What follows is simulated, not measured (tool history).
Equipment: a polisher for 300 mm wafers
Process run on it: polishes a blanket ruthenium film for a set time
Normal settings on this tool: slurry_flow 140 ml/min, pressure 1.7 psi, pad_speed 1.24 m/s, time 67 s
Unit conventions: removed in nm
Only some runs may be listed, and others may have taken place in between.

run   hour  slurry_flow  pressure  pad_speed  time  incoming thickness of the incoming film, nm  removed
  1    0.0          140       1.7       1.48    57                                        517.2     59.8
  2   19.2          140       1.7       1.24    67                                        520.4     57.6
      36.6  -- worn pad replaced by a new one
  3   50.7          140       1.7       1.24    67                                        520.7     64.3
  4  137.2          140       1.7       1.24    60                                        519.8     54.2
  5  151.6          140       1.7       1.24    60                                        518.5     53.9
  6  166.3          140       1.7       1.24    67                                        517.3     59.8
  7  186.9          140       1.7       1.34    67                                        525.4     63.7
     203.2  -- worn pad replaced by a new one
  8  216.0          140       1.7       1.34    67                                        520.1     71.5
  9  240.3          140       1.7       1.24    67                                        520.6     63.6
 10  274.7          140       1.7       1.24    67                                        529.3     63.1
 11  302.8          140       1.7       1.24    67                                        523.7     61.2
 12  322.2          140       1.7       1.38    67                                        510.5     67.5
 13  342.8          140       1.7       1.24    67                                        521.8     60.7
     357.5  -- worn pad replaced by a new one
 14  365.7          140       1.7       1.06    67                                        524.5     55.0
 15  392.8          140       1.7       1.06    67                                        527.1     54.6
 16  422.0          140       2.0       1.24    67                                        517.5     70.1
     434.8  -- head pressure recalibrated
 17  437.9          140       2.0       1.24    67                                        513.5     69.3
 18  458.3          140       1.7       1.52    67                                        518.2     75.5
 19  487.5          140       1.1       1.60    67                                        526.1     62.4
 20  507.7          140       1.7       1.24    67                                        523.7     60.1
     512.8  -- worn pad replaced by a new one
 21  539.1          140       1.9       0.98    67                                        521.6     55.3
 22  559.4          120       1.7       1.24    67                                        516.4     63.1
     565.8  -- slurry nozzle cleaned
 23  577.5          185       2.3       1.06    90                                        524.5     90.5
 24  610.2          140       1.9       0.96    54                                        509.9     40.9
 25  633.1          140       2.0       0.90    84                                        517.5     60.6
 26  666.0          140       1.7       1.62    57                                        512.9     65.2
     686.7  -- worn pad replaced by a new one
 27  701.9          115       2.3       0.82    74                                        518.2     54.9
 28  727.1          140       1.7       1.50    67                                        532.1     78.4
 29  751.0          140       1.7       1.24    67                                        515.2     63.4
 30  782.4          140       1.7       1.24    67                                        521.5     60.8
 31  804.8          140       1.7       0.86    80                                        518.2     50.2
 32  822.4          140       1.7       1.52    67                                        527.2     72.5
 33  836.0          140       1.7       1.24    67                                        514.4     58.5
     849.8  -- worn pad replaced by a new one
 34  864.4          120       1.3       0.86    51                                        519.9     28.7
 35  895.4          165       1.7       1.46    67                                        515.8     74.2

Each row is a separate what-if for the run after 35, all from the same tool condition, not one after another. Results?
  A  895.8          140       1.7       1.24    67                                        515.1        ?
  B  895.8          140       1.2       1.04    60                                        515.1        ?
  C  895.8          140       1.7       1.24    81                                        515.1        ?
  D  895.8          140       1.7       1.24    59                                        515.1        ?

run  removed
  A     62.5
  B     38.6
  C     75.5
  D     55.0
What these runs would have given with no unlogged condition in the tool:
run  removed
  A     66.0
  B     40.8
  C     79.8
  D     58.1

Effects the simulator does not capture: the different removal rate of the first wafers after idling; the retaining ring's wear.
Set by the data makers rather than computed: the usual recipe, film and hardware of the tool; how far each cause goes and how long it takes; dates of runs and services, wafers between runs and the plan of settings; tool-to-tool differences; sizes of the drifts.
